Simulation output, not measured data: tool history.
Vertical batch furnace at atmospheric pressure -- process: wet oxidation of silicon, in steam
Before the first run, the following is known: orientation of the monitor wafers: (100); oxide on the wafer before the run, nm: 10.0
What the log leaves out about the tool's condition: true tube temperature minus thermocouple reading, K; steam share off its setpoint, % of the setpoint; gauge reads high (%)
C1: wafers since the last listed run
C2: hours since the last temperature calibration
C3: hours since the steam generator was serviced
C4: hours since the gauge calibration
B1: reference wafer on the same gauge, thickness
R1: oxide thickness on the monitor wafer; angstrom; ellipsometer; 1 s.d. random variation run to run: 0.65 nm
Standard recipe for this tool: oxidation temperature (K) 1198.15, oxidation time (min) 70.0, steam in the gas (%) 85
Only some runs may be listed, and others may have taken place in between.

Run 1, day 0.000: usual settings but oxidation temperature (K) 1216.15; C1 0; C2 3668.9; C3 704.4; C4 1251.4; B1 210.06. Result: R1 3029.7 angstrom.
Run 2, day 2.629: usual settings but oxidation temperature (K) 1216.15; C1 481; C2 3732.0; C3 767.5; C4 1314.5; B1 210.05. Result: R1 3027.9 angstrom.
Run 3, day 4.246: usual settings but oxidation temperature (K) 1203.15; C1 296; C2 3770.8; C3 806.3; C4 1353.3; B1 209.96. Result: R1 2675.1 angstrom.
Run 4, day 8.092: usual settings but oxidation temperature (K) 1203.15; C1 704; C2 3863.1; C3 898.6; C4 1445.6; B1 209.88. Result: R1 2671.6 angstrom.
Run 5, day 11.608: usual settings but oxidation temperature (K) 1203.15; C1 644; C2 3947.5; C3 983.0; C4 1530.0; B1 209.94. Result: R1 2663.8 angstrom.
Run 6, day 13.533: usual settings but oxidation time (min) 86.5; C1 352; C2 3993.7; C3 1029.2; C4 1576.2; B1 210.04. Result: R1 3006.2 angstrom.
Run 7, day 15.400: usual settings but oxidation time (min) 86.5; C1 341; C2 4038.5; C3 1074.0; C4 1621.0; B1 209.96. Result: R1 2999.4 angstrom.
Run 8, day 23.100: usual settings but oxidation time (min) 86.5; C1 1410; C2 4223.3; C3 1258.8; C4 1805.8; B1 210.05. Result: R1 2993.3 angstrom.
Run 9, day 24.792: usual settings; C1 309; C2 4263.9; C3 1299.4; C4 1846.4; B1 209.95. Result: R1 2514.2 angstrom.
Run 10, day 29.242: usual settings; C1 815; C2 4370.7; C3 1406.2; C4 1953.2; B1 209.97. Result: R1 2522.3 angstrom.
Run 11, day 32.058: usual settings but oxidation time (min) 54.5; C1 516; C2 4438.3; C3 1473.8; C4 2020.8; B1 209.96. Result: R1 2055.7 angstrom.
At day 35.742: steam generator serviced.
Run 12, day 35.762: usual settings but oxidation time (min) 59.0, steam in the gas (%) 93; C1 495; C2 4527.2; C3 0.5; C4 2109.7; B1 210.01. Result: R1 2389.5 angstrom.
Run 13, day 39.158: usual settings; C1 622; C2 4608.7; C3 82.0; C4 2191.2; B1 209.93. Result: R1 2565.1 angstrom.
Run 14, day 43.292: usual settings but steam in the gas (%) 74; C1 757; C2 4707.9; C3 181.2; C4 2290.4; B1 210.04. Result: R1 2287.2 angstrom.
At day 45.996: thermocouples replaced and temperature profile calibrated.
At day 47.292: gauge calibrated.
Run 15, day 47.608: usual settings; C1 607; C2 38.7; C3 284.8; C4 7.6; B1 210.09. Result: R1 2555.8 angstrom.
Run 16, day 51.646: usual settings; C1 739; C2 135.6; C3 381.7; C4 104.5; B1 210.08. Result: R1 2552.4 angstrom.
Run 17, day 55.771: usual settings but oxidation temperature (K) 1216.15, oxidation time (min) 93.5; C1 755; C2 234.6; C3 480.7; C4 203.5; B1 210.02. Result: R1 3800.2 angstrom.
Run 18, day 64.925: usual settings but oxidation temperature (K) 1186.15, oxidation time (min) 49.0, steam in the gas (%) 82; C1 1677; C2 454.3; C3 700.4; C4 423.2; B1 209.99. Result: R1 1617.0 angstrom.
Run 19, day 67.946: usual settings but oxidation time (min) 103.5; C1 553; C2 526.8; C3 772.9; C4 495.7; B1 210.18. Result: R1 3474.7 angstrom.
Run 20, day 70.196: usual settings but oxidation temperature (K) 1180.15, steam in the gas (%) 93; C1 412; C2 580.8; C3 826.9; C4 549.7; B1 210.10. Result: R1 2252.5 angstrom.
Run 21, day 72.921: usual settings but oxidation temperature (K) 1219.15, oxidation time (min) 93.5, steam in the gas (%) 95; C1 499; C2 646.2; C3 892.3; C4 615.1; B1 209.93. Result: R1 4226.1 angstrom.
Run 22, day 76.017: usual settings; C1 567; C2 720.5; C3 966.6; C4 689.4; B1 210.11. Result: R1 2533.7 angstrom.
Run 23, day 80.221: usual settings; C1 770; C2 821.4; C3 1067.5; C4 790.3; B1 209.94. Result: R1 2531.0 angstrom.
Run 24, day 82.150: usual settings but oxidation time (min) 98.0; C1 353; C2 867.7; C3 1113.8; C4 836.6; B1 209.90. Result: R1 3292.7 angstrom.
Run 25, day 86.250: usual settings but steam in the gas (%) 91; C1 751; C2 966.1; C3 1212.2; C4 935.0; B1 210.01. Result: R1 2651.5 angstrom.
Run 26, day 89.838: usual settings; C1 657; C2 1052.2; C3 1298.3; C4 1021.1; B1 210.09. Result: R1 2509.1 angstrom.

Measured minus without-hidden-state, run by run (identical run-to-run variation in each term; gauge scatter may differ):
run     R1
  1  -29.4
  2  -32.0
  3  -30.6
  4  -34.0
  5  -37.1
  6  -43.5
  7  -45.4
  8  -53.2
  9  -46.9
 10  -51.0
 11  -44.2
 12   -4.8
 13   -8.0
 14  -10.5
 15  -15.4
 16  -18.8
 17  -31.4
 18  -20.0
 19  -43.8
 20  -31.9
 21  -57.3
 22  -40.0
 23  -43.7
 24  -57.5
 25  -51.1
 26  -51.7
